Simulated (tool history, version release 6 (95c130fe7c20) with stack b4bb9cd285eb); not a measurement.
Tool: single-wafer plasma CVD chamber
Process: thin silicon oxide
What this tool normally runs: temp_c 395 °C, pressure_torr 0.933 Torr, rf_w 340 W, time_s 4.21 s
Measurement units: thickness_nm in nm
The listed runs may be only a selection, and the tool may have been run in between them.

run     day  temp_c  pressure_torr  rf_w  time_s  wafers since the last listed run  hours since the last thermocouple change  hours since the last RF generator calibration  hours since the last manometer calibration  hours since the showerhead was replaced  hours since the gauge calibration  read-back reference wafer on the same gauge, thickness_nm  thickness_nm
  1       0     395          0.933   340    4.21                                 0                                    1195.7                                          564.5                                      1908.6                                   6572.9                              601.1                                                     11.064         9.161
  2   2.762     395          0.933   340    4.21                              1725                                      1262                                          630.8                                      1974.9                                   6639.2                              667.4                                                     11.062         9.234
  3   5.033     395          0.933   340    4.21                              1418                                    1316.5                                          685.3                                      2029.4                                   6693.7                              721.9                                                     11.077         9.173
  4   6.879     395          0.933   340    4.21                              1152                                    1360.8                                          729.6                                      2073.7                                     6738                              766.2                                                     11.062         9.191
  5   9.808     395          0.933   340    4.21                              1829                                    1431.1                                          799.9                                        2144                                   6808.3                              836.5                                                     11.074         9.122
  6  11.604     395          0.933   340    4.21                              1121                                    1474.2                                            843                                      2187.1                                   6851.4                              879.6                                                     11.073         9.167
     12.021  -- RF generator calibrated
  7  12.662     395          0.933   340    4.21                               452                                    1499.6                                           15.4                                      2212.5                                   6876.8                                905                                                     11.066         9.481
  8  13.983     395          0.933   340    4.21                               824                                    1531.3                                           47.1                                      2244.2                                   6908.5                              936.7                                                     11.067         9.461
  9  15.588     385          0.933   340    4.21                              1001                                    1569.8                                           85.6                                      2282.7                                     6947                              975.2                                                     11.069         9.449
 10  17.208     395          0.933   340    4.21                              1012                                    1608.7                                          124.5                                      2321.6                                   6985.9                             1014.1                                                     11.073         9.402
     18.096  -- thermocouple changed; heater temperature recalibrated
     19.992  -- gauge calibrated
 11  20.167     395          0.933   390    4.21                              1639                                      49.7                                          195.5                                      2392.6                                   7056.9                                4.2                                                     11.084        10.112
 12  21.238     395          0.933   340    4.21                               668                                      75.4                                          221.2                                      2418.3                                   7082.6                               29.9                                                     11.071         9.375
 13  23.917     395          0.933   340    3.51                              1673                                     139.7                                          285.5                                      2482.6                                   7146.9                               94.2                                                     11.072         7.808
 14  25.492     395          0.933   340    4.21                               983                                     177.5                                          323.3                                      2520.4                                   7184.7                                132                                                     11.067         9.309
     28.721  -- showerhead replaced, of another model than before
     28.771  -- capacitance manometer re-zeroed and calibrated
 15  28.792     403           1.05   300    4.61                              1821                                     256.7                                          402.5                                         0.5                                      1.7                              211.2                                                     11.066        10.752
 16   29.55     395          0.933   340    4.21                               473                                     274.9                                          420.7                                        18.7                                     19.9                              229.4                                                     11.064         9.385
 17  32.404     409          0.723   340    4.21                              1782                                     343.4                                          489.2                                        87.2                                     88.4                              297.9                                                      11.08         7.057
 18  34.442     386          0.828   320    4.21                              1272                                     392.3                                          538.1                                       136.1                                    137.3                              346.8                                                     11.063         8.191
 19  36.738     395          0.933   340    4.21                              1433                                     447.4                                          593.2                                       191.2                                    192.4                              401.9                                                     11.071         9.386
 20  38.979     405          1.057   340    4.49                              1399                                     501.2                                            647                                         245                                    246.2                              455.7                                                     11.061         10.93

Measured less the same run without the tool's hidden state. The same run-to-run variation is in both; the gauge's scatter may not be:
The hidden state here: wafer temperature above the value expected at the setpoint (K); delivered RF power above the setpoint (%); true pressure above the setpoint (%); gauge reads high (%).
run  thickness_nm
  1        -0.324
  2        -0.336
  3        -0.339
  4        -0.345
  5        -0.347
  6        -0.352
  7        -0.038
  8        -0.068
  9        -0.101
 10         -0.13
 11        -0.171
 12        -0.188
 13        -0.181
 14        -0.231
 15        -0.197
 16        -0.165
 17        -0.131
 18        -0.157
 19        -0.185
 20        -0.221
